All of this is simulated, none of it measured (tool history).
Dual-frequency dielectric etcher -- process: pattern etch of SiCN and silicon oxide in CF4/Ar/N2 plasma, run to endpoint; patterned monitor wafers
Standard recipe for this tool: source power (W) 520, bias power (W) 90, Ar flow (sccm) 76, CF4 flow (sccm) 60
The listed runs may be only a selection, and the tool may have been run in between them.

run   hour  source power (W)  bias power (W)  Ar flow (sccm)  CF4 flow (sccm)  wafers since the last listed run  hours since the last wet clean  hours since the last source power generator calibration  hours since the last bias power generator calibration  hours since the last Ar flow controller change  hours since the last CF4 flow controller change  hours since the last upper electrode change  incoming incoming film thickness, nm  endpoint time (s)
  1    0.0               480              90              76               60                                 0                           153.1                                                   3057.4                                                 1863.6                                          3152.8                                           2714.1                                       2163.6                                 14.74               14.3
  2   16.6               480              90              76               60                               236                           169.7                                                   3074.0                                                 1880.2                                          3169.4                                           2730.7                                       2180.2                                 14.72               14.3
  3   43.0               520              90              76               60                               376                           196.1                                                   3100.4                                                 1906.6                                          3195.8                                           2757.1                                       2206.6                                 14.72               13.6
  4   69.7               520              90              76               60                               380                           222.8                                                   3127.1                                                 1933.3                                          3222.5                                           2783.8                                       2233.3                                 14.62               13.6
  5   99.7               520              90              76               60                               427                           252.8                                                   3157.1                                                 1963.3                                          3252.5                                           2813.8                                       2263.3                                 14.73               13.8
  6  119.7               520              90              76               60                               285                           272.8                                                   3177.1                                                 1983.3                                          3272.5                                           2833.8                                       2283.3                                 14.77               13.9
  7  133.5               520              90              76               60                               196                           286.6                                                   3190.9                                                 1997.1                                          3286.3                                           2847.6                                       2297.1                                 14.63               13.7
     176.3  -- Ar flow controller replaced
     210.9  -- wet clean of the chamber
  8  211.4               610              99              76               60                               682                             0.5                                                   3268.8                                                 2075.0                                            35.1                                           2925.5                                       2375.0                                 14.73               12.0
  9  225.0               520              90              76               60                               193                            14.1                                                   3282.4                                                 2088.6                                            48.7                                           2939.1                                       2388.6                                 14.72               13.6
 10  253.8               520              90              82               60                               410                            42.9                                                   3311.2                                                 2117.4                                            77.5                                           2967.9                                       2417.4                                 14.76               13.7
 11  266.5               520              90              76               60                               181                            55.6                                                   3323.9                                                 2130.1                                            90.2                                           2980.6                                       2430.1                                 14.88               13.7
     291.8  -- bias power generator calibrated
 12  301.0               460              90              76               60                               434                            90.1                                                   3358.4                                                    9.2                                           124.7                                           3015.1                                       2464.6                                 14.79               14.5
     326.3  -- source power generator calibrated
 13  329.1               520              90              76               60                               343                           118.2                                                      2.8                                                   37.3                                           152.8                                           3043.2                                       2492.7                                 14.74               13.7
     363.6  -- CF4 flow controller replaced
     367.7  -- upper electrode replaced
 14  368.2               410              90              76               67                               413                           157.3                                                     41.9                                                   76.4                                           191.9                                              4.6                                          0.5                                 14.64               15.3
 15  375.1               580              90              76               67                                98                           164.2                                                     48.8                                                   83.3                                           198.8                                             11.5                                          7.4                                 14.72               12.8
 16  403.1               480             106              76               60                               399                           192.2                                                     76.8                                                  111.3                                           226.8                                             39.5                                         35.4                                 14.67               13.5
 17  417.6               420              90              62               60                               206                           206.7                                                     91.3                                                  125.8                                           241.3                                             54.0                                         49.9                                 14.79               14.9
 18  452.5               450              90              90               48                               497                           241.6                                                    126.2                                                  160.7                                           276.2                                             88.9                                         84.8                                 14.69               15.7
 19  484.7               450              90              76               64                               458                           273.8                                                    158.4                                                  192.9                                           308.4                                            121.1                                        117.0                                 14.63               14.9

4 options for the next run, each taken on its own from the tool as it stands now. Forecast them:
  A  485.1               520              90              76               60                                 5                           274.2                                                    158.8                                                  193.3                                           308.8                                            121.5                                        117.4                                 14.75                  ?
  B  485.1               650             101              81               60                                 5                           274.2                                                    158.8                                                  193.3                                           308.8                                            121.5                                        117.4                                 14.75                  ?
  C  485.1               600              90              89               60                                 5                           274.2                                                    158.8                                                  193.3                                           308.8                                            121.5                                        117.4                                 14.75                  ?
  D  485.1               620             101              76               47                                 5                           274.2                                                    158.8                                                  193.3                                           308.8                                            121.5                                        117.4                                 14.75                  ?

run  endpoint time (s)
  A               14.1
  B               12.1
  C               13.3
  D               12.5
With no hidden state in the tool, these same runs would have given:
run  endpoint time (s)
  A               13.4
  B               11.5
  C               12.7
  D               12.0
